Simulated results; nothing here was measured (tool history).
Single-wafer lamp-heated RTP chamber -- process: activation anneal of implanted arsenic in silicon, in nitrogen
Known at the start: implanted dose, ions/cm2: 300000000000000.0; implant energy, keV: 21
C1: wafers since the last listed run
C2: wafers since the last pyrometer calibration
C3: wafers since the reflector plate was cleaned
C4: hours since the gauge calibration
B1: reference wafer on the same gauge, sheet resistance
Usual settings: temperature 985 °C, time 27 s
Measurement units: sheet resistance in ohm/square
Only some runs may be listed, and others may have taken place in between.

{"run": 1, "day": 0.0, "temperature": 968, "time": 27, "C1": 0, "C2": 6885, "C3": 942, "C4": 679.4, "B1": 338.01, "sheet resistance": 292.51}
{"day": 0.9, "done": "pyrometer window cleaned and pyrometer calibrated"}
{"run": 2, "day": 2.05, "temperature": 985, "time": 27, "C1": 569, "C2": 382, "C3": 1511, "C4": 728.6, "B1": 338.11, "sheet resistance": 290.74}
{"run": 3, "day": 4.712, "temperature": 985, "time": 27, "C1": 883, "C2": 1265, "C3": 2395, "C4": 792.5, "B1": 337.86, "sheet resistance": 290.67}
{"run": 4, "day": 6.708, "temperature": 985, "time": 27, "C1": 662, "C2": 1928, "C3": 3057, "C4": 840.4, "B1": 338.05, "sheet resistance": 290.8}
{"run": 5, "day": 7.738, "temperature": 985, "time": 27, "C1": 341, "C2": 2269, "C3": 3399, "C4": 865.1, "B1": 338.04, "sheet resistance": 290.11}
{"day": 13.858, "done": "reflector plate cleaned"}
{"run": 6, "day": 15.825, "temperature": 985, "time": 27, "C1": 2573, "C2": 4843, "C3": 652, "C4": 1059.2, "B1": 337.94, "sheet resistance": 290.74}
{"run": 7, "day": 17.083, "temperature": 985, "time": 27, "C1": 417, "C2": 5261, "C3": 1069, "C4": 1089.4, "B1": 337.92, "sheet resistance": 289.9}
{"run": 8, "day": 18.625, "temperature": 966, "time": 27, "C1": 511, "C2": 5773, "C3": 1581, "C4": 1126.4, "B1": 338.03, "sheet resistance": 292.62}
{"run": 9, "day": 20.908, "temperature": 1001, "time": 27, "C1": 757, "C2": 6530, "C3": 2339, "C4": 1181.2, "B1": 337.93, "sheet resistance": 289.17}
{"run": 10, "day": 22.738, "temperature": 1001, "time": 27, "C1": 607, "C2": 7137, "C3": 2946, "C4": 1225.1, "B1": 337.9, "sheet resistance": 288.98}
{"day": 23.546, "done": "pyrometer window cleaned and pyrometer calibrated"}
{"run": 11, "day": 25.45, "temperature": 1001, "time": 27, "C1": 789, "C2": 631, "C3": 3736, "C4": 1290.2, "B1": 338.04, "sheet resistance": 289.27}
{"day": 28.05, "done": "reflector plate cleaned"}
{"run": 12, "day": 28.071, "temperature": 985, "time": 22, "C1": 759, "C2": 1390, "C3": 7, "C4": 1353.1, "B1": 338.04, "sheet resistance": 290.6}
{"run": 13, "day": 30.125, "temperature": 985, "time": 22, "C1": 681, "C2": 2072, "C3": 688, "C4": 1402.4, "B1": 337.92, "sheet resistance": 291.27}
{"run": 14, "day": 32.721, "temperature": 985, "time": 19, "C1": 861, "C2": 2934, "C3": 1550, "C4": 1464.7, "B1": 338.0, "sheet resistance": 292.14}
{"run": 15, "day": 34.683, "temperature": 985, "time": 19, "C1": 651, "C2": 3585, "C3": 2201, "C4": 1511.8, "B1": 338.0, "sheet resistance": 291.42}
{"run": 16, "day": 35.842, "temperature": 967, "time": 34, "C1": 384, "C2": 3970, "C3": 2586, "C4": 1539.6, "B1": 338.02, "sheet resistance": 291.28}
{"run": 17, "day": 38.312, "temperature": 985, "time": 27, "C1": 820, "C2": 4790, "C3": 3406, "C4": 1598.9, "B1": 337.92, "sheet resistance": 290.71}
{"run": 18, "day": 39.85, "temperature": 985, "time": 17, "C1": 510, "C2": 5300, "C3": 3916, "C4": 1635.8, "B1": 337.81, "sheet resistance": 292.2}
{"run": 19, "day": 42.3, "temperature": 1009, "time": 27, "C1": 813, "C2": 6113, "C3": 4729, "C4": 1694.6, "B1": 338.15, "sheet resistance": 287.87}
{"run": 20, "day": 43.508, "temperature": 964, "time": 19, "C1": 401, "C2": 6514, "C3": 5131, "C4": 1723.6, "B1": 338.01, "sheet resistance": 293.81}
{"day": 45.129, "done": "reflector plate cleaned"}
{"run": 21, "day": 45.158, "temperature": 1004, "time": 38, "C1": 437, "C2": 6951, "C3": 9, "C4": 1763.2, "B1": 338.06, "sheet resistance": 287.42}
{"day": 46.167, "done": "pyrometer window cleaned and pyrometer calibrated"}
{"run": 22, "day": 47.638, "temperature": 956, "time": 27, "C1": 712, "C2": 487, "C3": 721, "C4": 1822.7, "B1": 337.86, "sheet resistance": 293.08}
{"run": 23, "day": 48.662, "temperature": 985, "time": 22, "C1": 340, "C2": 828, "C3": 1062, "C4": 1847.3, "B1": 337.81, "sheet resistance": 291.32}
{"run": 24, "day": 54.946, "temperature": 995, "time": 32, "C1": 2085, "C2": 2913, "C3": 3147, "C4": 1998.1, "B1": 337.95, "sheet resistance": 289.5}
{"run": 25, "day": 56.238, "temperature": 1002, "time": 38, "C1": 428, "C2": 3342, "C3": 3576, "C4": 2029.1, "B1": 337.94, "sheet resistance": 287.16}
{"run": 26, "day": 58.754, "temperature": 1001, "time": 32, "C1": 835, "C2": 4177, "C3": 4411, "C4": 2089.5, "B1": 338.05, "sheet resistance": 287.81}
{"day": 60.746, "done": "gauge calibrated"}
{"run": 27, "day": 60.988, "temperature": 1005, "time": 34, "C1": 741, "C2": 4918, "C3": 5152, "C4": 5.8, "B1": 337.98, "sheet resistance": 286.37}
{"day": 61.596, "done": "reflector plate cleaned"}
{"run": 28, "day": 62.025, "temperature": 985, "time": 27, "C1": 233, "C2": 5152, "C3": 142, "C4": 30.7, "B1": 338.0, "sheet resistance": 290.44}
{"run": 29, "day": 64.929, "temperature": 962, "time": 32, "C1": 963, "C2": 6116, "C3": 1105, "C4": 100.4, "B1": 338.0, "sheet resistance": 291.61}
{"run": 30, "day": 66.738, "temperature": 965, "time": 27, "C1": 600, "C2": 6716, "C3": 1706, "C4": 143.8, "B1": 338.05, "sheet resistance": 292.19}
{"run": 31, "day": 68.375, "temperature": 1004, "time": 41, "C1": 543, "C2": 7260, "C3": 2249, "C4": 183.1, "B1": 338.1, "sheet resistance": 286.39}
{"run": 32, "day": 69.912, "temperature": 1002, "time": 19, "C1": 510, "C2": 7770, "C3": 2760, "C4": 220.0, "B1": 338.04, "sheet resistance": 289.94}
{"day": 70.579, "done": "pyrometer window cleaned and pyrometer calibrated"}
{"run": 33, "day": 71.529, "temperature": 985, "time": 27, "C1": 425, "C2": 314, "C3": 3185, "C4": 258.8, "B1": 337.91, "sheet resistance": 290.62}
{"run": 34, "day": 73.15, "temperature": 993, "time": 37, "C1": 537, "C2": 852, "C3": 3723, "C4": 297.7, "B1": 337.95, "sheet resistance": 288.3}
{"run": 35, "day": 75.338, "temperature": 966, "time": 27, "C1": 726, "C2": 1578, "C3": 4449, "C4": 350.2, "B1": 337.99, "sheet resistance": 291.95}
{"run": 36, "day": 76.379, "temperature": 972, "time": 43, "C1": 345, "C2": 1924, "C3": 4795, "C4": 375.2, "B1": 337.96, "sheet resistance": 290.1}
{"day": 79.367, "done": "reflector plate cleaned"}
{"run": 37, "day": 79.388, "temperature": 971, "time": 12, "C1": 887, "C2": 2812, "C3": 7, "C4": 447.4, "B1": 337.98, "sheet resistance": 294.19}

Run-by-run hidden state of the tool:
true wafer temperature minus pyrometer reading, K: 0 at every run
wafer temperature error from the tarnished reflector plate, K: 0 at every run
gauge reads high (%): 0 at every run

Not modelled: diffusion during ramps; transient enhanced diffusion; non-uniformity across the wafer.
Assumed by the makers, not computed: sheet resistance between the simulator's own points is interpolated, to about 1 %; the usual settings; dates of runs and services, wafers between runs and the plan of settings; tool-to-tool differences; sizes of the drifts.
